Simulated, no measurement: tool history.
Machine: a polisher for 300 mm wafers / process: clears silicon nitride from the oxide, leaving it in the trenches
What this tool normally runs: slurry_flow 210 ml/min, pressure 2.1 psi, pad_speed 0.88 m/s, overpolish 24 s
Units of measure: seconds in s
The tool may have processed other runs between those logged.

run    hour  slurry_flow  pressure  pad_speed  overpolish  wafers since the last listed run  wafers polished on this pad  hours since the slurry nozzle was cleaned  hours since the head pressure was calibrated  incoming thickness of the incoming film, nm  seconds
  1       0          170       2.1       0.88          24                                 0                         1454                                       66.3                                         193.8                                         50.3     90.8
  2    78.4          210       2.1       0.88          24                               738                         2192                                      144.7                                         272.2                                         49.5     89.8
  3     130          210       2.1       0.88          24                               485                         2678                                      196.3                                         323.8                                         50.8     95.5
      232.6  -- worn pad replaced by a new one
  4   235.8          210       2.1       0.88          24                               958                           30                                      302.1                                         429.6                                         50.1       93
  5   335.3          210       2.1       0.68          24                               937                          967                                      401.6                                         529.1                                         49.8    108.2
  6   387.5          210       2.1       0.68          24                               491                         1458                                      453.8                                         581.3                                         49.6    106.6
      484.6  -- slurry nozzle cleaned
  7   493.5          210       2.1       0.88          17                               988                         2447                                        8.9                                         687.3                                         50.3     92.5
  8   559.6          210       2.1       0.88          17                               622                         3070                                         75                                         753.4                                           49     92.3
      611.7  -- worn pad replaced by a new one
  9   621.3          210       2.1       0.88          17                               543                           90                                      136.7                                         815.1                                         50.5       94
 10   703.5          210       2.1       0.88          24                               774                          864                                      218.9                                         897.3                                           50       94
 11   855.6          210       2.1       0.88          24                              1432                         2297                                        371                                        1049.4                                         49.3     92.3
 12   933.9          150       2.5       0.88          24                               737                         3034                                      449.3                                        1127.7                                         50.3     89.2
 13  1017.4          160       1.7       0.88          35                               786                         3821                                      532.8                                        1211.2                                         49.2    112.5
     1040.6  -- slurry nozzle cleaned
     1071.7  -- worn pad replaced by a new one
 14  1072.6          210       1.6       0.88          24                               472                            8                                         32                                        1266.4                                         50.7    118.9
     1189.4  -- head pressure recalibrated
 15  1279.4          210       2.1       0.74          34                              1928                         1937                                      238.8                                            90                                         49.3     98.6
 16  1358.8          210       2.1       1.04          24                               747                         2685                                      318.2                                         169.4                                         49.6     78.8
 17    1450          210       2.1       0.88          24                               858                         3544                                      409.4                                         260.6                                         50.1     89.2
       1503  -- worn pad replaced by a new one
 18  1557.5          210       2.1       0.88          17                               974                          513                                      516.9                                         368.1                                         50.2     90.8
     1621.3  -- slurry nozzle cleaned
 19  1630.2          210       2.1       0.88          37                               675                         1188                                        8.9                                         440.8                                         50.7     89.3
     1890.2  -- worn pad replaced by a new one
 20  1903.1          260       2.1       1.14          38                              2532                          121                                      281.8                                         713.7                                         49.5     75.5
 21  1979.2          210       2.1       0.88          24                               716                          838                                      357.9                                         789.8                                         49.3     90.7
 22  2043.1          210       2.1       0.88          24                               601                         1439                                      421.8                                         853.7                                         50.8     94.9
     2098.9  -- slurry nozzle cleaned
 23  2148.4          240       2.1       0.98          34                               982                         2422                                       49.5                                           959                                         50.1     86.5

Below are 4 alternative next runs, each starting from the tool's condition after run 23. Predict each:
  A  2148.9          180       2.1       0.88          24                                 4                         2426                                         50                                         959.5                                         50.1        ?
  B  2148.9          210       1.6       1.08          13                                 4                         2426                                         50                                         959.5                                         50.1        ?
  C  2148.9          210       2.1          1          30                                 4                         2426                                         50                                         959.5                                         50.1        ?
  D  2148.9          160       1.6       0.88          24                                 4                         2426                                         50                                         959.5                                         50.1        ?

run  seconds
  A     97.1
  B     99.9
  C     86.9
  D    120.2
Had the tool no hidden state, the same runs would have come out as:
run  seconds
  A     90.2
  B     92.8
  C     80.8
  D    111.7

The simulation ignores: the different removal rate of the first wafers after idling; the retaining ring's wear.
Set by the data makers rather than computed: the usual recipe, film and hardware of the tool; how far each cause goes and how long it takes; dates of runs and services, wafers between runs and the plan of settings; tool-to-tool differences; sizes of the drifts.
